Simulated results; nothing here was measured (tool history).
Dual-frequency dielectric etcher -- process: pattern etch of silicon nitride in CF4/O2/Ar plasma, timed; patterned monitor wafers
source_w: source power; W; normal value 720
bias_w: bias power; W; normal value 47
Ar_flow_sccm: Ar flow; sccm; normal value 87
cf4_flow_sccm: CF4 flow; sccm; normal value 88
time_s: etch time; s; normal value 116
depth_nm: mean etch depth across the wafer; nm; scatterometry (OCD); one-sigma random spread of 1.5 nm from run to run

run,hour,source_w,bias_w,Ar_flow_sccm,cf4_flow_sccm,time_s,wafers since the last listed run,hours since the last wet clean,hours since the last source power generator calibration,hours since the last bias power generator calibration,hours since the last Ar flow controller change,hours since the last CF4 flow controller change,hours since the last upper electrode change,hours since the gauge calibration,"read-back reference wafer on the same gauge, depth_nm",depth_nm
1,0,720,47,87,88,116,0,455.4,2258.7,3308.5,5819.3,4831.2,3973.1,62.7,269.6,277.3
2,13.6,720,47,87,88,116,175,469,2272.3,3322.1,5832.9,4844.8,3986.7,76.3,269.1,274.4
3,37.7,720,47,87,88,92.5,311,493.1,2296.4,3346.2,5857,4868.9,4010.8,100.4,268.8,219.6
4,45.3,720,47,87,88,92.5,98,500.7,2304,3353.8,5864.6,4876.5,4018.4,108,269.1,219.6
5,56.6,720,55,98,88,116,146,512,2315.3,3365.1,5875.9,4887.8,4029.7,119.3,269,292.3
6,65.1,720,55,98,88,116,109,520.5,2323.8,3373.6,5884.4,4896.3,4038.2,127.8,269,295.6
# hour 89.3: gauge calibrated
# hour 95.1: Ar flow controller replaced
# hour 106.4: upper electrode replaced
7,106.9,720,55,98,88,116,317,562.3,2365.6,3415.4,11.8,4938.1,0.5,17.6,268.9,292.2
8,107.2,720,47,87,88,116,3,562.6,2365.9,3415.7,12.1,4938.4,0.8,17.9,268.8,274.1
9,107.8,720,47,87,88,116,7,563.2,2366.5,3416.3,12.7,4939,1.4,18.5,268.8,274.2
10,123.6,830,47,87,88,116,204,579,2382.3,3432.1,28.5,4954.8,17.2,34.3,268.7,315.9
# hour 129.9: CF4 flow controller replaced
11,139.3,720,47,66,80,116,125,594.7,2398,3447.8,44.2,9.4,32.9,50,268.9,279.2
12,147.4,660,37,87,88,116,104,602.8,2406.1,3455.9,52.3,17.5,41,58.1,268.9,217
13,156.6,720,55,98,88,116,118,612,2415.3,3465.1,61.5,26.7,50.2,67.3,269.2,291.9
# hour 174.6: source power generator calibrated
# hour 183.3: wet clean of the chamber
14,183.8,720,38,87,88,86,187,0.5,9.2,3492.3,88.7,53.9,77.4,94.5,269.1,187.5
15,184.1,820,47,87,88,116,3,0.8,9.5,3492.6,89,54.2,77.7,94.8,268.9,325.6
# hour 189.6: bias power generator calibrated
16,197.7,720,47,106,88,116,124,14.4,23.1,8.1,102.6,67.8,91.3,108.4,268.8,278.4
17,215.4,720,47,87,99,83,228,32.1,40.8,25.8,120.3,85.5,109,126.1,269.1,208.3
18,226.4,720,47,100,95,134.5,142,43.1,51.8,36.8,131.3,96.5,120,137.1,269.1,327.6
19,233.9,720,47,68,102,104,96,50.6,59.3,44.3,138.8,104,127.5,144.6,268.9,269.6
20,242.7,560,37,87,78,93,113,59.4,68.1,53.1,147.6,112.8,136.3,153.4,269.3,149.7
21,253.6,560,37,87,78,93,140,70.3,79,64,158.5,123.7,147.2,164.3,268.8,148.8

Alternative continuations, all from the tool just after run 21; predict every row:
A,254,720,47,87,88,136.5,5,70.7,79.4,64.4,158.9,124.1,147.6,164.7,?,?
B,254,720,47,87,67,146.5,5,70.7,79.4,64.4,158.9,124.1,147.6,164.7,?,?
C,254,670,38,87,88,116,5,70.7,79.4,64.4,158.9,124.1,147.6,164.7,?,?
D,254,770,40,87,88,105.5,5,70.7,79.4,64.4,158.9,124.1,147.6,164.7,?,?

run,"read-back reference wafer on the same gauge, depth_nm",depth_nm
A,269,337.7
B,269,345
C,269,234.9
D,269,254.6
The same runs, with their run-to-run variation unchanged, on a tool lacking any hidden condition would have given:
run,depth_nm
A,340.9
B,348.3
C,237.2
D,257

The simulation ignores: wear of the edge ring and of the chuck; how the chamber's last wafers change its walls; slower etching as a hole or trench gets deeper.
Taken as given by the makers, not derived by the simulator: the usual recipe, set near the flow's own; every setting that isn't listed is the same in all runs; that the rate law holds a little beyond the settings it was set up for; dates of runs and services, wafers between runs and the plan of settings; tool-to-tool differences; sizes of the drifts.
